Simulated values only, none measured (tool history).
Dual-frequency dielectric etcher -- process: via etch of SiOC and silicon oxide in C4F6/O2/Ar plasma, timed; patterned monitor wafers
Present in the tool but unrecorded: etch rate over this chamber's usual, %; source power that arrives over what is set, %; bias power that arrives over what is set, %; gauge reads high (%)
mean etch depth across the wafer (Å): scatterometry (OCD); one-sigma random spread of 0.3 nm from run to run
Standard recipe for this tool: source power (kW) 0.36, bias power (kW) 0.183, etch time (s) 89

run    hour  source power (kW)  bias power (kW)  etch time (s)  wafers since the last listed run  hours since the last wet clean  hours since the last source power generator calibration  hours since the last bias power generator calibration  hours since the last upper electrode change  hours since the gauge calibration  read-back reference wafer on the same gauge, depth_nm  mean etch depth across the wafer (Å)
  1       0               0.32            0.159             89                                 0                           184.3                                                     3131                                                 1801.3                                       1317.5                              924.9                                                   80.5                                   751
  2      63               0.32            0.159             89                               850                           247.3                                                     3194                                                 1864.3                                       1380.5                              987.9                                                   80.5                                   747
  3   140.7               0.32            0.159             89                              1049                             325                                                   3271.7                                                   1942                                       1458.2                             1065.6                                                   80.5                                   742
      251.9  -- wet clean of the chamber
  4   252.4               0.36            0.183             89                              1184                             0.5                                                   3383.4                                                 2053.7                                       1569.9                             1177.3                                                   80.5                                   822
  5   331.5               0.36            0.183             89                              1068                            79.6                                                   3462.5                                                 2132.8                                         1649                             1256.4                                                   80.5                                   822
  6   428.8               0.36            0.183             89                              1314                           176.9                                                   3559.8                                                 2230.1                                       1746.3                             1353.7                                                   80.6                                   811
  7   497.6               0.36            0.183             89                               929                           245.7                                                   3628.6                                                 2298.9                                       1815.1                             1422.5                                                   80.5                                   814
  8   541.5               0.36            0.183             89                               592                           289.6                                                   3672.5                                                 2342.8                                         1859                             1466.4                                                   80.4                                   815
  9   640.3               0.36            0.183             89                              1334                           388.4                                                   3771.3                                                 2441.6                                       1957.8                             1565.2                                                   80.5                                   808
      721.5  -- wet clean of the chamber
      835.8  -- source power generator calibrated
 10   909.5               0.36            0.183             89                              3257                             188                                                     73.7                                                 2710.8                                         2227                             1834.4                                                   80.5                                   819
      985.8  -- upper electrode replaced
 11  1016.7               0.36            0.183             89                              1123                           295.2                                                    180.9                                                   2818                                         30.9                             1941.6                                                   80.5                                   810
 12  1112.6               0.36            0.183             89                              1295                           391.1                                                    276.8                                                 2913.9                                        126.8                             2037.5                                                   80.4                                   805
     1159.3  -- wet clean of the chamber
 13  1197.7               0.36            0.163             89                               825                            38.4                                                    361.9                                                   2999                                        211.9                             2122.6                                                   80.5                                   803
 14  1238.4               0.36            0.163             89                               549                            79.1                                                    402.6                                                 3039.7                                        252.6                             2163.3                                                   80.5                                   800
     1270.7  -- gauge calibrated
 15  1345.6               0.32            0.144          101.5                              1447                           186.3                                                    509.8                                                 3146.9                                        359.8                               74.9                                                   80.5                                   838
 16  1396.9                0.3            0.137             65                               692                           237.6                                                    561.1                                                 3198.2                                        411.1                              126.2                                                   80.5                                   510
 17  1488.2               0.36            0.183            112                              1232                           328.9                                                    652.4                                                 3289.5                                        502.4                              217.5                                                   80.5                                  1027
 18  1534.2               0.36            0.183             89                               621                           374.9                                                    698.4                                                 3335.5                                        548.4                              263.5                                                   80.5                                   811
 19  1621.8                0.3            0.147             89                              1183                           462.5                                                      786                                                 3423.1                                          636                              351.1                                                   80.5                                   703
     1709.8  -- wet clean of the chamber
 20  1726.9               0.31            0.151             73                              1095                            17.1                                                    891.1                                                 3528.2                                        741.1                              456.2                                                   80.5                                   598
 21  1809.3               0.36            0.183            107                              1112                            99.5                                                    973.5                                                 3610.6                                        823.5                              538.6                                                   80.5                                   988
 22    1881               0.36            0.183             89                               968                           171.2                                                   1045.2                                                 3682.3                                        895.2                              610.3                                                   80.5                                   814
 23  1919.7               0.36            0.183            100                               522                           209.9                                                   1083.9                                                   3721                                        933.9                                649                                                   80.5                                   915
     1930.9  -- bias power generator calibrated
 24  2023.4               0.36            0.183             89                              1346                           313.6                                                   1187.6                                                   92.5                                       1037.6                              752.7                                                   80.5                                   815
 25  2082.8                0.3            0.222             71                               802                             373                                                     1247                                                  151.9                                         1097                              812.1                                                   80.5                                   619
     2170.7  -- wet clean of the chamber
 26  2172.9               0.36            0.183             89                               892                             2.2                                                   1337.1                                                    242                                       1187.1                              902.2                                                   80.5                                   823
 27  2244.2               0.36            0.183             89                               962                            73.5                                                   1408.4                                                  313.3                                       1258.4                              973.5                                                   80.4                                   824
 28  2333.2               0.36            0.183             89                              1201                           162.5                                                   1497.4                                                  402.3                                       1347.4                             1062.5                                                   80.5                                   822
 29  2415.4               0.41            0.159             89                              1110                           244.7                                                   1579.6                                                  484.5                                       1429.6                             1144.7                                                   80.5                                   834

Consider 4 possible next runs. They are alternatives, not a sequence: every one starts from the tool as it was left by run 29. What does each give?
  A  2415.8               0.36            0.183             89                                 5                           245.1                                                     1580                                                  484.9                                         1430                             1145.1                                                      ?                                     ?
  B  2415.8                0.4            0.183          108.5                                 5                           245.1                                                     1580                                                  484.9                                         1430                             1145.1                                                      ?                                     ?
  C  2415.8               0.32            0.226           74.5                                 5                           245.1                                                     1580                                                  484.9                                         1430                             1145.1                                                      ?                                     ?
  D  2415.8               0.38            0.183             89                                 5                           245.1                                                     1580                                                  484.9                                         1430                             1145.1                                                      ?                                     ?

run  read-back reference wafer on the same gauge, depth_nm  mean etch depth across the wafer (Å)
  A                                                   80.6                                   814
  B                                                   80.6                                  1042
  C                                                   80.6                                   680
  D                                                   80.6                                   835
The same runs, with their run-to-run variation unchanged, on a tool lacking any hidden condition would have given:
run  mean etch depth across the wafer (Å)
  A                                   826
  B                                  1057
  C                                   690
  D                                   847

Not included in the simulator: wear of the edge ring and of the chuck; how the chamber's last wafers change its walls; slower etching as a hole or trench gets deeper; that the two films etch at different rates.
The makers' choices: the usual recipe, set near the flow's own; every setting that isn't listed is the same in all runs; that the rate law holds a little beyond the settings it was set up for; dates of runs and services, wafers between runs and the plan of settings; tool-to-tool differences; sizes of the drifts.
